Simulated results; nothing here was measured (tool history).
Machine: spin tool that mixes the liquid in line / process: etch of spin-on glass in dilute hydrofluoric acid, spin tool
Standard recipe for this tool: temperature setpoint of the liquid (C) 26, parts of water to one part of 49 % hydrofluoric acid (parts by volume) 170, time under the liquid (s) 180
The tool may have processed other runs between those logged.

run,hour,temperature setpoint of the liquid (C),parts of water to one part of 49 % hydrofluoric acid (parts by volume),time under the liquid (s),wafers since the last listed run,hours since the thermometer was replaced,hours since the hydrofluoric acid flow meter was replaced,hours since the gauge calibration,"read-back film thickness of the spin-on glass reference wafer, read on the same gauge (nm)",thickness taken off the spin-on glass on a monitor wafer (angstrom)
1,0,26,170,180,0,919.6,371,68.9,40,283.8
2,13.9,26,170,180,135,933.5,384.9,82.8,39.99,280.8
3,21.6,26,170,245,74,941.2,392.6,90.5,39.98,386.7
4,73.8,26,170,180,507,993.4,444.8,142.7,39.99,280.5
5,82.5,26,115,180,84,1002.1,453.5,151.4,39.99,437.4
6,89.2,26,115,180,65,1008.8,460.2,158.1,40.01,438.8
7,101.6,26,115,180,120,1021.2,472.6,170.5,40.02,440.5
8,110,23,170,180,81,1029.6,481,178.9,40,246.1
9,122.2,26,195,180,118,1041.8,493.2,191.1,40.01,236.9
10,135.7,26,195,180,131,1055.3,506.7,204.6,39.98,233.7
11,149.7,26,195,180,136,1069.3,520.7,218.6,40,235.5
12,159.7,30,170,180,97,1079.3,530.7,228.6,40,326.1
13,167,26,170,180,70,1086.6,538,235.9,40.01,278.7
14,185,26,195,115,175,1104.6,556,253.9,40,153.8
# hour 193.2: thermometer replaced
15,201.1,29,170,180,146,7.9,572.1,270,40.01,344.3
16,215.2,26,170,120,137,22,586.2,284.1,40.02,207.2
17,224.6,28,110,280,91,31.4,595.6,293.5,39.99,871.2
18,232.2,26,250,75,73,39,603.2,301.1,39.99,79
19,238.5,24,110,270,61,45.3,609.5,307.4,40.02,723.3
# hour 244.5: hydrofluoric acid flow meter replaced
# hour 246.5: gauge calibrated
20,254.9,28.5,170,180,149,61.7,10.4,8.4,40,330.9
21,268.1,26,170,180,128,74.9,23.6,21.6,40.01,303.8
22,277.5,26,135,180,91,84.3,33,31,40,408.5
23,325.5,26,170,280,466,132.3,81,79,39.99,479.5
24,341.4,27.5,215,145,154,148.2,96.9,94.9,40,197.8
25,350.9,26,135,180,92,157.7,106.4,104.4,39.97,396.7
26,366.1,26,170,180,147,172.9,121.6,119.6,40,306.2
27,379.3,26,170,180,128,186.1,134.8,132.8,40.01,304.8

Branching from run 27: 5 alternative next runs. What would each branch give?
A,379.8,26,95,180,4,186.6,135.3,133.3,?,?
B,379.8,26,140,180,4,186.6,135.3,133.3,?,?
C,379.8,24,170,130,4,186.6,135.3,133.3,?,?
D,379.8,30.5,170,180,4,186.6,135.3,133.3,?,?
E,379.8,22,255,180,4,186.6,135.3,133.3,?,?

run,"read-back film thickness of the spin-on glass reference wafer, read on the same gauge (nm)",thickness taken off the spin-on glass on a monitor wafer (angstrom)
A,40.01,596.4
B,40.01,382.7
C,40.01,203.9
D,40.01,358.2
E,40.01,160
Take away the tool's hidden state, keep each run's random variation, and the runs would have read:
run,thickness taken off the spin-on glass on a monitor wafer (angstrom)
A,608.4
B,390.2
C,207.8
D,364.7
E,163.1
